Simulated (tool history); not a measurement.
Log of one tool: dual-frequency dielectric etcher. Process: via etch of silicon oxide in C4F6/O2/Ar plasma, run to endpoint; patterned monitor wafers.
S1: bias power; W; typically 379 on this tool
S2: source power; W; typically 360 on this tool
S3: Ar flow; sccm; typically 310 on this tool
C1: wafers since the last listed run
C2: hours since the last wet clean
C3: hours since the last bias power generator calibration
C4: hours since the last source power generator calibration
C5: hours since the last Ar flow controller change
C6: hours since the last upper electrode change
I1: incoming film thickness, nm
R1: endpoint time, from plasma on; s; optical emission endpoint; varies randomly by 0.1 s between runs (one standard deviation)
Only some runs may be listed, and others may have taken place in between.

run	hour	S1	S2	S3	C1	C2	C3	C4	C5	C6	I1	R1
1	0.0	379	410	310	0	325.1	2224.4	2064.6	2583.7	5891.7	99.9	25.9
2	40.5	379	410	310	481	365.6	2264.9	2105.1	2624.2	5932.2	99.1	25.8
3	54.3	379	360	310	164	379.4	2278.7	2118.9	2638.0	5946.0	99.6	27.1
4	70.8	379	360	310	196	395.9	2295.2	2135.4	2654.5	5962.5	99.4	27.2
# hour 80.1: bias power generator calibrated
5	83.0	379	360	310	97	408.1	2.9	2147.6	2666.7	5974.7	100.2	27.3
# hour 97.2: Ar flow controller replaced
6	97.7	379	360	310	103	422.8	17.6	2162.3	0.5	5989.4	100.3	27.6
7	102.2	379	360	310	53	427.3	22.1	2166.8	5.0	5993.9	99.9	27.2
# hour 134.9: upper electrode replaced
# hour 138.7: source power generator calibrated
8	139.2	379	360	310	109	464.3	59.1	0.5	42.0	4.3	99.5	27.6
9	151.6	452	280	346	147	476.7	71.5	12.9	54.4	16.7	100.1	29.0
# hour 179.1: wet clean of the chamber
10	179.6	409	360	332	47	0.5	99.5	40.9	82.4	44.7	99.9	26.0
11	179.9	410	360	349	3	0.8	99.8	41.2	82.7	45.0	99.8	26.0
12	182.7	379	360	310	33	3.6	102.6	44.0	85.5	47.8	99.4	26.2
13	195.2	379	360	275	148	16.1	115.1	56.5	98.0	60.3	100.8	26.3
14	206.8	379	360	310	138	27.7	126.7	68.1	109.6	71.9	99.4	26.2
15	234.0	299	390	279	323	54.9	153.9	95.3	136.8	99.1	100.2	27.1

Here are 5 independent what-if runs from the current tool condition. What would each one return?
A	234.4	379	330	310	4	55.3	154.3	95.7	137.2	99.5	99.5	?
B	234.4	473	280	344	4	55.3	154.3	95.7	137.2	99.5	99.5	?
C	234.4	379	430	339	4	55.3	154.3	95.7	137.2	99.5	99.5	?
D	234.4	379	300	310	4	55.3	154.3	95.7	137.2	99.5	99.5	?
E	234.4	332	300	351	4	55.3	154.3	95.7	137.2	99.5	99.5	?

run	R1
A	27.4
B	27.7
C	25.1
D	28.4
E	29.8
Had the tool no hidden state, the same runs would have come out as:
run	R1
A	27.3
B	27.6
C	25.0
D	28.3
E	29.7
